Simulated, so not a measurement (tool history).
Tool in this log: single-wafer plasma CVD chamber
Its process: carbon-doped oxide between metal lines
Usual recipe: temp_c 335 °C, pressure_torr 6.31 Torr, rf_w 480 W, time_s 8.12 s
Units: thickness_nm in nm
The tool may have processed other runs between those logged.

| run | hour | temp_c | pressure_torr | rf_w | time_s | read-back reference wafer on the same gauge, thickness_nm | thickness_nm |
|---|---|---|---|---|---|---|---|
| 1 | 0.0 | 335 | 6.31 | 545 | 8.12 | 43.607 | 44.895 |
|  | 13.0 | gauge calibrated |
| 2 | 25.3 | 335 | 7.38 | 480 | 6.93 | 43.613 | 36.101 |
| 3 | 52.6 | 335 | 7.38 | 480 | 6.93 | 43.583 | 36.052 |
| 4 | 72.1 | 335 | 7.38 | 480 | 6.93 | 43.578 | 35.955 |
| 5 | 104.1 | 335 | 6.31 | 480 | 8.12 | 43.599 | 41.577 |
| 6 | 119.9 | 335 | 6.31 | 480 | 8.12 | 43.565 | 41.509 |
| 7 | 143.4 | 335 | 6.31 | 480 | 8.12 | 43.608 | 41.555 |
| 8 | 158.9 | 335 | 6.31 | 480 | 8.12 | 43.580 | 41.643 |
| 9 | 179.1 | 335 | 6.31 | 480 | 8.12 | 43.602 | 41.412 |
| 10 | 196.7 | 335 | 6.31 | 480 | 8.12 | 43.613 | 41.563 |
|  | 207.0 | RF generator calibrated |
|  | 215.8 | showerhead replaced |
| 11 | 216.3 | 335 | 6.31 | 480 | 8.12 | 43.616 | 43.419 |
| 12 | 247.0 | 335 | 6.31 | 480 | 8.12 | 43.599 | 43.278 |
| 13 | 276.4 | 335 | 6.31 | 480 | 7.66 | 43.605 | 40.793 |
| 14 | 309.6 | 335 | 6.31 | 410 | 8.12 | 43.589 | 39.412 |
| 15 | 345.5 | 335 | 6.31 | 480 | 7.66 | 43.591 | 41.029 |
| 16 | 362.4 | 335 | 7.38 | 480 | 6.93 | 43.620 | 37.658 |
| 17 | 386.6 | 335 | 6.31 | 480 | 8.12 | 43.618 | 43.242 |
|  | 408.6 | thermocouple changed; heater temperature recalibrated |
|  | 409.3 | gauge calibrated |
| 18 | 412.9 | 335 | 6.31 | 480 | 9.09 | 43.593 | 48.267 |
| 19 | 427.4 | 329 | 5.58 | 480 | 8.98 | 43.589 | 48.166 |
|  | 461.5 | capacitance manometer re-zeroed and calibrated |
| 20 | 462.0 | 335 | 7.77 | 480 | 8.12 | 43.613 | 43.837 |
| 21 | 486.2 | 340 | 6.31 | 480 | 9.52 | 43.622 | 49.844 |
| 22 | 521.7 | 335 | 6.31 | 480 | 7.69 | 43.596 | 41.020 |
| 23 | 556.2 | 335 | 6.31 | 480 | 8.12 | 43.614 | 43.405 |
| 24 | 572.7 | 335 | 6.31 | 480 | 8.12 | 43.603 | 43.289 |
| 25 | 591.3 | 335 | 6.31 | 480 | 8.12 | 43.598 | 43.255 |
| 26 | 621.5 | 341 | 7.25 | 480 | 8.12 | 43.615 | 42.847 |
| 27 | 650.6 | 335 | 6.31 | 440 | 8.12 | 43.619 | 40.672 |
| 28 | 683.6 | 327 | 6.31 | 480 | 7.59 | 43.615 | 41.095 |
| 29 | 699.3 | 335 | 5.76 | 480 | 8.12 | 43.611 | 42.627 |

Each row is a separate what-if for the run after 29, all from the same tool condition, not one after another. Results?
| A | 699.7 | 335 | 6.31 | 480 | 8.12 | ? | ? |
| B | 699.7 | 335 | 6.31 | 535 | 8.12 | ? | ? |
| C | 699.7 | 345 | 6.31 | 480 | 8.12 | ? | ? |

| run | read-back reference wafer on the same gauge, thickness_nm | thickness_nm |
|---|---|---|
| A | 43.598 | 43.010 |
| B | 43.598 | 45.747 |
| C | 43.598 | 41.723 |
With the hidden condition removed and each run's random variation left untouched, the same runs would have given:
| run | thickness_nm |
|---|---|
| A | 43.621 |
| B | 46.385 |
| C | 42.316 |

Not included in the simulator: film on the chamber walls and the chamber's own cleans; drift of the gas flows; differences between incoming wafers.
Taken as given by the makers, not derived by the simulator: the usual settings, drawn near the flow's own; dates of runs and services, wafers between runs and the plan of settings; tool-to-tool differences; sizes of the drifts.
